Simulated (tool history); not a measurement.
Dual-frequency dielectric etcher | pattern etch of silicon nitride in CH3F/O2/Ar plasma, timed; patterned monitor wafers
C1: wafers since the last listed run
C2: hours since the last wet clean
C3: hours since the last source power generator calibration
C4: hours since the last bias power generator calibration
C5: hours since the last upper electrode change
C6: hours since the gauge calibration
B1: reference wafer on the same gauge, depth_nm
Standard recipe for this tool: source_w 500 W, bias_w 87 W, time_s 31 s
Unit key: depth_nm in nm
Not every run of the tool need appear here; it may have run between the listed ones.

{"run": 1, "hour": 0.0, "source_w": 500, "bias_w": 87, "time_s": 31, "C1": 0, "C2": 509, "C3": 2433.8, "C4": 4443.1, "C5": 4935.4, "C6": 188.7, "B1": 29.2, "depth_nm": 24.08}
{"run": 2, "hour": 10.1, "source_w": 500, "bias_w": 87, "time_s": 31, "C1": 105, "C2": 519.1, "C3": 2443.9, "C4": 4453.2, "C5": 4945.5, "C6": 198.8, "B1": 29.19, "depth_nm": 24.17}
{"run": 3, "hour": 22.9, "source_w": 420, "bias_w": 74, "time_s": 31, "C1": 133, "C2": 531.9, "C3": 2456.7, "C4": 4466, "C5": 4958.3, "C6": 211.6, "B1": 29.23, "depth_nm": 20.92}
{"run": 4, "hour": 33.5, "source_w": 420, "bias_w": 74, "time_s": 31, "C1": 110, "C2": 542.5, "C3": 2467.3, "C4": 4476.6, "C5": 4968.9, "C6": 222.2, "B1": 29.21, "depth_nm": 21.05}
{"run": 5, "hour": 41.0, "source_w": 500, "bias_w": 87, "time_s": 31, "C1": 78, "C2": 550, "C3": 2474.8, "C4": 4484.1, "C5": 4976.4, "C6": 229.7, "B1": 29.19, "depth_nm": 24.06}
{"run": 6, "hour": 52.4, "source_w": 500, "bias_w": 87, "time_s": 31, "C1": 118, "C2": 561.4, "C3": 2486.2, "C4": 4495.5, "C5": 4987.8, "C6": 241.1, "B1": 29.18, "depth_nm": 24}
{"run": 7, "hour": 60.7, "source_w": 500, "bias_w": 87, "time_s": 31, "C1": 86, "C2": 569.7, "C3": 2494.5, "C4": 4503.8, "C5": 4996.1, "C6": 249.4, "B1": 29.23, "depth_nm": 24.32}
{"run": 8, "hour": 77.1, "source_w": 500, "bias_w": 87, "time_s": 31, "C1": 170, "C2": 586.1, "C3": 2510.9, "C4": 4520.2, "C5": 5012.5, "C6": 265.8, "B1": 29.21, "depth_nm": 23.95}
{"run": 9, "hour": 86.9, "source_w": 500, "bias_w": 87, "time_s": 31, "C1": 101, "C2": 595.9, "C3": 2520.7, "C4": 4530, "C5": 5022.3, "C6": 275.6, "B1": 29.17, "depth_nm": 23.99}
{"hour": 98.2, "done": "source power generator calibrated"}
{"run": 10, "hour": 101.1, "source_w": 390, "bias_w": 108, "time_s": 25, "C1": 106, "C2": 610.1, "C3": 2.9, "C4": 4544.2, "C5": 5036.5, "C6": 289.8, "B1": 29.19, "depth_nm": 19.9}
{"hour": 106.2, "done": "gauge calibrated"}
{"run": 11, "hour": 116.7, "source_w": 540, "bias_w": 75, "time_s": 23, "C1": 162, "C2": 625.7, "C3": 18.5, "C4": 4559.8, "C5": 5052.1, "C6": 10.5, "B1": 29.22, "depth_nm": 16.96}
{"run": 12, "hour": 125.6, "source_w": 600, "bias_w": 71, "time_s": 27.5, "C1": 92, "C2": 634.6, "C3": 27.4, "C4": 4568.7, "C5": 5061, "C6": 19.4, "B1": 29.18, "depth_nm": 20.37}
{"hour": 166.8, "done": "bias power generator calibrated"}
{"run": 13, "hour": 169.2, "source_w": 570, "bias_w": 105, "time_s": 31, "C1": 411, "C2": 678.2, "C3": 71, "C4": 2.4, "C5": 5104.6, "C6": 63, "B1": 29.16, "depth_nm": 27.06}
{"hour": 201.5, "done": "upper electrode replaced, of another model than before"}
{"hour": 208.3, "done": "wet clean of the chamber"}
{"run": 14, "hour": 210.1, "source_w": 450, "bias_w": 103, "time_s": 31, "C1": 104, "C2": 1.8, "C3": 111.9, "C4": 43.3, "C5": 8.6, "C6": 103.9, "B1": 29.24, "depth_nm": 27.3}
{"run": 15, "hour": 218.3, "source_w": 500, "bias_w": 87, "time_s": 31, "C1": 85, "C2": 10, "C3": 120.1, "C4": 51.5, "C5": 16.8, "C6": 112.1, "B1": 29.19, "depth_nm": 24.99}
{"run": 16, "hour": 227.7, "source_w": 500, "bias_w": 106, "time_s": 38.5, "C1": 97, "C2": 19.4, "C3": 129.5, "C4": 60.9, "C5": 26.2, "C6": 121.5, "B1": 29.23, "depth_nm": 35.43}
{"run": 17, "hour": 235.4, "source_w": 540, "bias_w": 93, "time_s": 22.5, "C1": 80, "C2": 27.1, "C3": 137.2, "C4": 68.6, "C5": 33.9, "C6": 129.2, "B1": 29.16, "depth_nm": 19.53}
{"run": 18, "hour": 283.2, "source_w": 500, "bias_w": 87, "time_s": 31, "C1": 497, "C2": 74.9, "C3": 185, "C4": 116.4, "C5": 81.7, "C6": 177, "B1": 29.19, "depth_nm": 25.08}
{"run": 19, "hour": 295.0, "source_w": 600, "bias_w": 79, "time_s": 37, "C1": 122, "C2": 86.7, "C3": 196.8, "C4": 128.2, "C5": 93.5, "C6": 188.8, "B1": 29.17, "depth_nm": 29.08}

Below are 4 alternative next runs, each starting from the tool's condition after run 19. Predict each:
{"run": "A", "hour": 295.4, "source_w": 500, "bias_w": 87, "time_s": 31, "C1": 4, "C2": 87.1, "C3": 197.2, "C4": 128.6, "C5": 93.9, "C6": 189.2, "B1": "?", "depth_nm": "?"}
{"run": "B", "hour": 295.4, "source_w": 500, "bias_w": 74, "time_s": 31, "C1": 4, "C2": 87.1, "C3": 197.2, "C4": 128.6, "C5": 93.9, "C6": 189.2, "B1": "?", "depth_nm": "?"}
{"run": "C", "hour": 295.4, "source_w": 540, "bias_w": 99, "time_s": 36.5, "C1": 4, "C2": 87.1, "C3": 197.2, "C4": 128.6, "C5": 93.9, "C6": 189.2, "B1": "?", "depth_nm": "?"}
{"run": "D", "hour": 295.4, "source_w": 580, "bias_w": 87, "time_s": 37.5, "C1": 4, "C2": 87.1, "C3": 197.2, "C4": 128.6, "C5": 93.9, "C6": 189.2, "B1": "?", "depth_nm": "?"}

run=A B1=29.2 depth_nm=24.89
run=B B1=29.2 depth_nm=22.24
run=C B1=29.2 depth_nm=32.4
run=D B1=29.2 depth_nm=31.14
Had the tool no hidden state, the same runs would have come out as:
run=A depth_nm=25.05
run=B depth_nm=22.38
run=C depth_nm=32.61
run=D depth_nm=31.34
